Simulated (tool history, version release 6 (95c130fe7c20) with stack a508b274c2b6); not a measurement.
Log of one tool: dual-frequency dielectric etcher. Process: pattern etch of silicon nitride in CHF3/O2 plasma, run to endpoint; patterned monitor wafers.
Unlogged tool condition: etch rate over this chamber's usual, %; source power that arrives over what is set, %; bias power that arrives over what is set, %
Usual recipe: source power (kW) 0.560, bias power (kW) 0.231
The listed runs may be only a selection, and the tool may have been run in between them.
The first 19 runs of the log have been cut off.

run	hour	source power (kW)	bias power (kW)	wafers since the last listed run	hours since the last wet clean	hours since the last source power generator calibration	hours since the last bias power generator calibration	hours since the last upper electrode change	incoming incoming film thickness, nm	endpoint time (s)
20	1373.0	0.560	0.269	501	107.1	3631.9	247.0	254.3	94.5	56.2
21	1435.5	0.640	0.269	569	169.6	3694.4	309.5	316.8	95.2	52.5
22	1513.9	0.700	0.252	713	248.0	3772.8	387.9	395.2	93.8	50.8
# hour 1550.6: source power generator calibrated
23	1583.4	0.460	0.212	596	317.5	32.8	457.4	464.7	94.0	73.8
24	1686.9	0.620	0.186	942	421.0	136.3	560.9	568.2	94.8	66.2
25	1787.9	0.480	0.181	919	522.0	237.3	661.9	669.2	93.9	78.5
# hour 1822.8: wet clean of the chamber
26	1889.2	0.560	0.231	703	66.4	338.6	763.2	770.5	94.1	62.1
27	1982.3	0.610	0.280	847	159.5	431.7	856.3	863.6	94.7	53.5
28	2064.8	0.560	0.269	751	242.0	514.2	938.8	946.1	95.0	57.3
29	2152.3	0.470	0.231	796	329.5	601.7	1026.3	1033.6	93.7	69.5
30	2231.6	0.520	0.287	722	408.8	681.0	1105.6	1112.9	95.3	58.3
31	2286.8	0.500	0.192	502	464.0	736.2	1160.8	1168.1	94.7	74.7
32	2366.9	0.480	0.231	729	544.1	816.3	1240.9	1248.2	94.5	69.0
# hour 2411.4: wet clean of the chamber
33	2566.3	0.670	0.231	1596	154.9	1015.7	1440.3	1447.6	95.3	56.4
34	2636.9	0.560	0.231	642	225.5	1086.3	1510.9	1518.2	94.6	62.3
35	2690.6	0.430	0.252	488	279.2	1140.0	1564.6	1571.9	93.0	69.3
36	2761.9	0.520	0.207	649	350.5	1211.3	1635.9	1643.2	95.5	70.0

Each row is a separate what-if for the run after 36, all from the same tool condition, not one after another. Results?
A	2762.3	0.560	0.189	3	350.9	1211.7	1636.3	1643.6	94.7	?
B	2762.3	0.420	0.256	3	350.9	1211.7	1636.3	1643.6	94.7	?
C	2762.3	0.610	0.265	3	350.9	1211.7	1636.3	1643.6	94.7	?

run	endpoint time (s)
A	70.1
B	71.4
C	54.6
What these runs would have given with no unlogged condition in the tool:
run	endpoint time (s)
A	69.0
B	70.1
C	53.6
